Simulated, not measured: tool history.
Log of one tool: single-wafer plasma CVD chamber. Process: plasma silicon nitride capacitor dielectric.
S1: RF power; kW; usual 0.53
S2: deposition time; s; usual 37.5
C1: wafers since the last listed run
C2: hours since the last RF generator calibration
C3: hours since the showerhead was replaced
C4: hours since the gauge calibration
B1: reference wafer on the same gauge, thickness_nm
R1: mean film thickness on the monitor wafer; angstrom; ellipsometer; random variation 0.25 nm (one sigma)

Run 1, day 0: usual settings; C1 0; C2 1145.8; C3 2928.7; C4 542.4; B1 72.29. Result: R1 599.73 angstrom.
Run 2, day 0.621: usual settings; C1 231; C2 1160.7; C3 2943.6; C4 557.3; B1 72.317. Result: R1 598.94 angstrom.
Run 3, day 1.204: usual settings; C1 217; C2 1174.7; C3 2957.6; C4 571.3; B1 72.381. Result: R1 605.02 angstrom.
Run 4, day 2.662: usual settings; C1 544; C2 1209.7; C3 2992.6; C4 606.3; B1 72.412. Result: R1 599.13 angstrom.
Run 5, day 3.471: usual settings but S1 0.485 kW, S2 42.7 s; C1 301; C2 1229.1; C3 3012; C4 625.7; B1 72.321. Result: R1 663.94 angstrom.
Run 6, day 4.35: usual settings but S1 0.485 kW, S2 42.7 s; C1 327; C2 1250.2; C3 3033.1; C4 646.8; B1 72.331. Result: R1 668.43 angstrom.
Run 7, day 5.671: usual settings; C1 492; C2 1281.9; C3 3064.8; C4 678.5; B1 72.4. Result: R1 599.92 angstrom.
Run 8, day 6.225: usual settings; C1 206; C2 1295.2; C3 3078.1; C4 691.8; B1 72.41. Result: R1 596.55 angstrom.
Run 9, day 10.167: usual settings but S2 39.4 s; C1 1470; C2 1389.8; C3 3172.7; C4 786.4; B1 72.336. Result: R1 633.1 angstrom.
Run 10, day 11.308: usual settings; C1 425; C2 1417.2; C3 3200.1; C4 813.8; B1 72.382. Result: R1 599.87 angstrom.
Run 11, day 12.121: usual settings; C1 303; C2 1436.7; C3 3219.6; C4 833.3; B1 72.372. Result: R1 601.44 angstrom.
Run 12, day 13.496: usual settings but S1 0.575 kW; C1 512; C2 1469.7; C3 3252.6; C4 866.3; B1 72.391. Result: R1 612.65 angstrom.
Run 13, day 16.862: usual settings but S1 0.575 kW; C1 1256; C2 1550.5; C3 3333.4; C4 947.1; B1 72.517. Result: R1 617.25 angstrom.
Run 14, day 17.567: usual settings; C1 262; C2 1567.4; C3 3350.3; C4 964; B1 72.305. Result: R1 594.47 angstrom.
Run 15, day 18.279: usual settings; C1 265; C2 1584.5; C3 3367.4; C4 981.1; B1 72.351. Result: R1 595.81 angstrom.
Run 16, day 19.767: usual settings; C1 554; C2 1620.2; C3 3403.1; C4 1016.8; B1 72.383. Result: R1 594.8 angstrom.
Run 17, day 20.738: usual settings; C1 362; C2 1643.5; C3 3426.4; C4 1040.1; B1 72.384. Result: R1 594.89 angstrom.
Run 18, day 21.633: usual settings; C1 334; C2 1665; C3 3447.9; C4 1061.6; B1 72.454. Result: R1 594.51 angstrom.
Run 19, day 22.775: usual settings; C1 425; C2 1692.4; C3 3475.3; C4 1089; B1 72.398. Result: R1 598.59 angstrom.
At day 23.554: RF generator calibrated.
Run 20, day 23.796: usual settings but S2 32.4 s; C1 256; C2 5.8; C3 3499.8; C4 1113.5; B1 72.392. Result: R1 503.35 angstrom.
Run 21, day 24.85: usual settings but S2 30.5 s; C1 393; C2 31.1; C3 3525.1; C4 1138.8; B1 72.404. Result: R1 475.25 angstrom.
At day 25.05: gauge calibrated.
Run 22, day 25.729: usual settings but S2 33.7 s; C1 327; C2 52.2; C3 3546.2; C4 16.3; B1 72.409. Result: R1 527.6 angstrom.
Run 23, day 27.158: usual settings but S1 0.625 kW, S2 39.8 s; C1 533; C2 86.5; C3 3580.5; C4 50.6; B1 72.382. Result: R1 657.71 angstrom.
Run 24, day 27.746: usual settings; C1 219; C2 100.6; C3 3594.6; C4 64.7; B1 72.457. Result: R1 583.69 angstrom.
Run 25, day 28.446: usual settings but S1 0.575 kW, S2 32.9 s; C1 261; C2 117.4; C3 3611.4; C4 81.5; B1 72.346. Result: R1 528.2 angstrom.
Run 26, day 29.471: usual settings; C1 382; C2 142; C3 3636; C4 106.1; B1 72.376. Result: R1 586.91 angstrom.
Run 27, day 30.279: usual settings but S2 31.4 s; C1 301; C2 161.4; C3 3655.4; C4 125.5; B1 72.5. Result: R1 487.63 angstrom.
At day 30.629: RF generator calibrated, repeated, since the last time left the tool worse.
Run 28, day 31.421: usual settings; C1 301; C2 19; C3 3682.8; C4 152.9; B1 72.272. Result: R1 605.92 angstrom.
Run 29, day 32.133: usual settings but S1 0.61 kW; C1 265; C2 36.1; C3 3699.9; C4 170; B1 72.304. Result: R1 633.9 angstrom.
At day 32.704: showerhead replaced.
Run 30, day 33.104: usual settings but S2 43.2 s; C1 237; C2 59.4; C3 9.6; C4 193.3; B1 72.309. Result: R1 699.62 angstrom.
Run 31, day 34.404: usual settings but S1 0.61 kW; C1 485; C2 90.6; C3 40.8; C4 224.5; B1 72.461. Result: R1 634.54 angstrom.

Forecast run 32:
Run 32, day 34.983: usual settings but S1 0.585 kW, S2 42.9 s; C1 216; C2 104.5; C3 54.7; C4 238.4; B1 ?. Result: R1 ?.

{"run 32": {"B1": 72.338, "R1": 716.65}}
Without the tool's hidden state the same run would have given R1 717.17 angstrom.
